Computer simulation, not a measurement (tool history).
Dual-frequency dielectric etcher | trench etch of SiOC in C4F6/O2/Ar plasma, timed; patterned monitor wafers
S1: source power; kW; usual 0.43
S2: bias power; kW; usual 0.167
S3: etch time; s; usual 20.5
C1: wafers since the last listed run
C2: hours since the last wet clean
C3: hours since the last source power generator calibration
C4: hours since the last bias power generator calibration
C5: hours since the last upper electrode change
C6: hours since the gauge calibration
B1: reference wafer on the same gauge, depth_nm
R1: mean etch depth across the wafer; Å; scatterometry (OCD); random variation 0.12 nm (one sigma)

run	hour	S1	S2	S3	C1	C2	C3	C4	C5	C6	B1	R1
1	0	0.43	0.167	25	0	304.1	477.9	2824.5	3920.5	373.1	45.25	488.9
# hour 184.9: wet clean of the chamber
2	185.4	0.43	0.167	25	2694	0.5	663.3	3009.9	4105.9	558.5	45.18	482.2
3	268.6	0.45	0.142	20.5	1389	83.7	746.5	3093.1	4189.1	641.7	45.2	383.1
4	319.6	0.45	0.142	20.5	851	134.7	797.5	3144.1	4240.1	692.7	45.18	383.9
5	579.9	0.45	0.142	20.5	4345	395	1057.8	3404.4	4500.4	953	45.2	389.3
# hour 623.1: wet clean of the chamber
6	669.6	0.43	0.167	24.5	1096	46.5	1147.5	3494.1	4590.1	1042.7	45.19	479.4
7	751.1	0.43	0.167	24.5	1360	128	1229	3575.6	4671.6	1124.2	45.18	479.4
8	817.9	0.43	0.167	17	1115	194.8	1295.8	3642.4	4738.4	1191	45.21	332.5
9	858.2	0.43	0.167	17	672	235.1	1336.1	3682.7	4778.7	1231.3	45.22	332.6
10	935.5	0.43	0.167	17	1290	312.4	1413.4	3760	4856	1308.6	45.18	337.3
11	994.4	0.43	0.167	22	983	371.3	1472.3	3818.9	4914.9	1367.5	45.22	433.2
# hour 1023.9: source power generator calibrated
12	1034.7	0.37	0.167	19	606	411.6	10.8	3859.2	4955.2	1407.8	45.18	350.7
# hour 1110.5: wet clean of the chamber
13	1122.3	0.49	0.167	17.5	1061	11.8	98.4	3946.8	5042.8	1495.4	45.21	358.5
# hour 1201.5: gauge calibrated
14	1227.7	0.43	0.167	20.5	1759	117.2	203.8	4052.2	5148.2	26.2	45.2	399.7
# hour 1272.6: bias power generator calibrated
15	1275.2	0.43	0.167	26.5	726	164.7	251.3	2.6	5195.7	73.7	45.21	515.9
16	1379.3	0.45	0.142	20.5	1737	268.8	355.4	106.7	5299.8	177.8	45.23	389.1
17	1438.9	0.51	0.193	20.5	995	328.4	415	166.3	5359.4	237.4	45.18	457.2
# hour 1487.1: upper electrode replaced
18	1505.2	0.54	0.167	20.5	706	394.7	481.3	232.6	18.1	303.7	45.18	450
19	1545.2	0.43	0.167	16	667	434.7	521.3	272.6	58.1	343.7	45.23	317.3
20	1631	0.43	0.167	22.5	1432	520.5	607.1	358.4	143.9	429.5	45.2	446.2
# hour 1672: wet clean of the chamber
21	1674	0.43	0.18	20.5	317	2	650.1	401.4	186.9	472.5	45.19	407.9
22	1768	0.43	0.167	20.5	1569	96	744.1	495.4	280.9	566.5	45.19	400.8
23	1834	0.43	0.167	20.5	1101	162	810.1	561.4	346.9	632.5	45.17	400.8
24	1871.5	0.32	0.143	15	626	199.5	847.6	598.9	384.4	670	45.21	242.1

4 ways to go on from here, each from the tool as it stands after run 24. What would each give?
A	1871.9	0.43	0.167	20.5	6	199.9	848	599.3	384.8	670.4	?	?
B	1871.9	0.36	0.19	16	6	199.9	848	599.3	384.8	670.4	?	?
C	1871.9	0.43	0.13	18	6	199.9	848	599.3	384.8	670.4	?	?
D	1871.9	0.34	0.205	25	6	199.9	848	599.3	384.8	670.4	?	?

run	B1	R1
A	45.19	400.3
B	45.19	300.9
C	45.19	322.1
D	45.19	470.5
Without the tool's hidden state the same runs would have given:
run	R1
A	395.3
B	297.2
C	318.1
D	464.6
